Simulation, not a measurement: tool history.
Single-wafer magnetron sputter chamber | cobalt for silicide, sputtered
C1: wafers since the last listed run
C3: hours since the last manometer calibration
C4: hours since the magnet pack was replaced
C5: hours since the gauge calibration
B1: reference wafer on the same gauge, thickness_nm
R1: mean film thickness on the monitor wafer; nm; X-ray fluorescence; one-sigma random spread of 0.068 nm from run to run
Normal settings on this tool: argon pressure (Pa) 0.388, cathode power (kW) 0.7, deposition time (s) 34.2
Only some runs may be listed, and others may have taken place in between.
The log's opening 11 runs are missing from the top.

Run 12, day 11.221: usual settings; C1 601; wafers on the sputter target 1859; C3 2544.6; C4 62.1; C5 951.5; B1 14.403. Result: R1 12.476 nm.
Run 13, day 11.942: usual settings but argon pressure (Pa) 0.316, cathode power (kW) 0.6; C1 342; wafers on the sputter target 2202; C3 2561.9; C4 79.4; C5 968.8; B1 14.398. Result: R1 11.405 nm.
Run 14, day 13.2: usual settings but argon pressure (Pa) 0.316, cathode power (kW) 0.6; C1 597; wafers on the sputter target 2799; C3 2592.1; C4 109.6; C5 999; B1 14.394. Result: R1 11.13 nm.
Run 15, day 13.829: usual settings but argon pressure (Pa) 0.316, cathode power (kW) 0.6; C1 298; wafers on the sputter target 3098; C3 2607.2; C4 124.7; C5 1014.1; B1 14.392. Result: R1 11.2 nm.
Run 16, day 14.758: usual settings; C1 441; wafers on the sputter target 3540; C3 2629.5; C4 147; C5 1036.4; B1 14.408. Result: R1 11.901 nm.
At day 15.258: sputter target and shields replaced.
Run 17, day 15.767: usual settings but argon pressure (Pa) 0.456, cathode power (kW) 0.75, deposition time (s) 31; C1 320; wafers on the sputter target 240; C3 2653.7; C4 171.2; C5 1060.6; B1 14.374. Result: R1 11.712 nm.
Run 18, day 17.108: usual settings but argon pressure (Pa) 0.43, cathode power (kW) 0.55; C1 637; wafers on the sputter target 877; C3 2685.9; C4 203.4; C5 1092.8; B1 14.403. Result: R1 10.355 nm.
Run 19, day 17.654: usual settings; C1 259; wafers on the sputter target 1137; C3 2699; C4 216.5; C5 1105.9; B1 14.428. Result: R1 12.51 nm.
Run 20, day 18.558: usual settings but deposition time (s) 36.7; C1 429; wafers on the sputter target 1566; C3 2720.7; C4 238.2; C5 1127.6; B1 14.403. Result: R1 13.377 nm.
At day 19.05: gauge calibrated.
Run 21, day 19.154: usual settings but cathode power (kW) 0.55; C1 282; wafers on the sputter target 1849; C3 2735; C4 252.5; C5 2.5; B1 14.41. Result: R1 10.491 nm.
Run 22, day 20.604: usual settings; C1 688; wafers on the sputter target 2538; C3 2769.8; C4 287.3; C5 37.3; B1 14.416. Result: R1 12.212 nm.
At day 21.192: capacitance manometer re-zeroed and calibrated.
Run 23, day 21.608: usual settings; C1 318; wafers on the sputter target 2856; C3 10; C4 311.4; C5 61.4; B1 14.419. Result: R1 12.043 nm.
Run 24, day 22.179: usual settings but deposition time (s) 40.7; C1 271; wafers on the sputter target 3128; C3 23.7; C4 325.1; C5 75.1; B1 14.424. Result: R1 14.411 nm.
At day 23.542: sputter target and shields replaced.
Run 25, day 23.562: usual settings; C1 498; wafers on the sputter target 9; C3 56.9; C4 358.3; C5 108.3; B1 14.398. Result: R1 12.594 nm.
Run 26, day 24.458: usual settings but deposition time (s) 40.7; C1 425; wafers on the sputter target 435; C3 78.4; C4 379.8; C5 129.8; B1 14.405. Result: R1 15.067 nm.
Run 27, day 25.783: usual settings; C1 629; wafers on the sputter target 1064; C3 110.2; C4 411.6; C5 161.6; B1 14.393. Result: R1 12.454 nm.
Run 28, day 27.054: usual settings but deposition time (s) 31.9; C1 603; wafers on the sputter target 1668; C3 140.7; C4 442.1; C5 192.1; B1 14.406. Result: R1 11.698 nm.
Run 29, day 28.25: usual settings but argon pressure (Pa) 0.349, cathode power (kW) 0.8, deposition time (s) 35.9; C1 567; wafers on the sputter target 2236; C3 169.4; C4 470.8; C5 220.8; B1 14.386. Result: R1 14.464 nm.
Run 30, day 28.871: usual settings but argon pressure (Pa) 0.506, deposition time (s) 36.3; C1 294; wafers on the sputter target 2531; C3 184.3; C4 485.7; C5 235.7; B1 14.383. Result: R1 12.414 nm.
At day 31.504: sputter target and shields replaced.
Run 31, day 31.525: usual settings but argon pressure (Pa) 0.247; C1 1102; wafers on the sputter target 9; C3 248; C4 549.4; C5 299.4; B1 14.403. Result: R1 13.454 nm.
Run 32, day 32.729: usual settings but argon pressure (Pa) 0.518, cathode power (kW) 0.5, deposition time (s) 38.4; C1 571; wafers on the sputter target 581; C3 276.9; C4 578.3; C5 328.3; B1 14.395. Result: R1 10.676 nm.
Run 33, day 33.346: usual settings but argon pressure (Pa) 0.472, deposition time (s) 30.7; C1 292; wafers on the sputter target 874; C3 291.7; C4 593.1; C5 343.1; B1 14.399. Result: R1 10.876 nm.
Run 34, day 34.654: usual settings but argon pressure (Pa) 0.521; C1 621; wafers on the sputter target 1495; C3 323.1; C4 624.5; C5 374.5; B1 14.394. Result: R1 11.758 nm.

5 ways to go on from here, each from the tool as it stands after run 34. What would each give?
Run A, day 34.671: usual settings but argon pressure (Pa) 0.322; C1 7; wafers on the sputter target 1503; C3 323.5; C4 624.9; C5 374.9; B1 ?. Result: R1 ?.
Run B, day 34.671: usual settings but argon pressure (Pa) 0.541, cathode power (kW) 0.8; C1 7; wafers on the sputter target 1503; C3 323.5; C4 624.9; C5 374.9; B1 ?. Result: R1 ?.
Run C, day 34.671: usual settings but cathode power (kW) 0.55, deposition time (s) 38.6; C1 7; wafers on the sputter target 1503; C3 323.5; C4 624.9; C5 374.9; B1 ?. Result: R1 ?.
Run D, day 34.671: usual settings but cathode power (kW) 0.65, deposition time (s) 37.6; C1 7; wafers on the sputter target 1503; C3 323.5; C4 624.9; C5 374.9; B1 ?. Result: R1 ?.
Run E, day 34.671: usual settings but argon pressure (Pa) 0.339, deposition time (s) 38; C1 7; wafers on the sputter target 1503; C3 323.5; C4 624.9; C5 374.9; B1 ?. Result: R1 ?.

run      B1      R1
  A  14.406  12.909
  B  14.406  12.894
  C  14.406  11.947
  D  14.406  13.058
  E  14.406  14.232
Without the tool's hidden state the same runs would have given:
run      R1
  A  13.031
  B  13.016
  C   12.06
  D  13.182
  E  14.366
